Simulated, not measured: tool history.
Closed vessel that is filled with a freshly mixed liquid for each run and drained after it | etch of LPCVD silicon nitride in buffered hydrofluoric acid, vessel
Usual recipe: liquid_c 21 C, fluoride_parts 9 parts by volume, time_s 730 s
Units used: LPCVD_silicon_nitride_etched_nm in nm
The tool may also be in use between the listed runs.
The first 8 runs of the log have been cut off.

run    hour  liquid_c  fluoride_parts  time_s  read-back film thickness of the LPCVD silicon nitride reference wafer, read on the same gauge (nm)  LPCVD_silicon_nitride_etched_nm
  9   343.7      24.5             5.5     980                                                                                              119.98                            25.22
 10   403.6        18               9    1030                                                                                                 120                            11.42
 11   461.3        21               9     730                                                                                              120.02                             9.56
 12   525.7        26              10     970                                                                                              119.99                            15.35
 13   587.7        21             6.5    1055                                                                                              120.01                            19.21
 14   708.2        26             7.5    1080                                                                                              120.03                            22.11
 15   759.4        21               7     730                                                                                              120.02                             12.2
 16   789.8        21               9     470                                                                                              120.01                             6.11
 17   831.2        24               9     615                                                                                              119.97                             9.42
 18     871        17               9     380                                                                                                 120                             3.94
 19   905.8        21            12.5     730                                                                                              119.97                             7.06
      905.9  -- gauge calibrated
 20   935.3        21              12     360                                                                                                 120                             3.59
 21   993.4        21               9    1125                                                                                              119.97                            14.57
 22  1074.4        21            10.5     730                                                                                              120.01                             8.26
 23  1140.9        26              11     730                                                                                              120.01                            10.35
     1202.7  -- thermometer replaced
 24  1204.2        21               9     730                                                                                              119.98                             9.37
 25    1243        19               9    1060                                                                                              120.04                            12.11
 26  1290.8      24.5               6     615                                                                                                 120                             14.2
 27  1357.4        21               9     730                                                                                              119.98                              9.3
 28    1422        21               9     730                                                                                              119.96                              9.3
 29  1458.4      24.5               9     730                                                                                              120.02                            11.23
 30  1503.4        21               9     370                                                                                              119.98                             4.71
 31  1529.9        21            11.5     610                                                                                              120.04                              6.2
 32  1564.7      22.5             6.5     355                                                                                                 120                              6.8

Each row is a separate what-if for the run after 32, all from the same tool condition, not one after another. Results?
  A  1565.6        21               6     730                                                                                                   ?                                ?
  B  1565.6        23              12     495                                                                                                   ?                                ?
  C  1565.6      25.5             5.5    1015                                                                                                   ?                                ?
  D  1565.6        23              10     535                                                                                                   ?                                ?

run  read-back film thickness of the LPCVD silicon nitride reference wafer, read on the same gauge (nm)  LPCVD_silicon_nitride_etched_nm
  A                                                                                                 120                            13.84
  B                                                                                                 120                             5.43
  C                                                                                                 120                            26.52
  D                                                                                                 120                             7.02
With the hidden condition removed and each run's random variation left untouched, the same runs would have given:
run  LPCVD_silicon_nitride_etched_nm
  A                            14.58
  B                             5.77
  C                            27.91
  D                             7.44

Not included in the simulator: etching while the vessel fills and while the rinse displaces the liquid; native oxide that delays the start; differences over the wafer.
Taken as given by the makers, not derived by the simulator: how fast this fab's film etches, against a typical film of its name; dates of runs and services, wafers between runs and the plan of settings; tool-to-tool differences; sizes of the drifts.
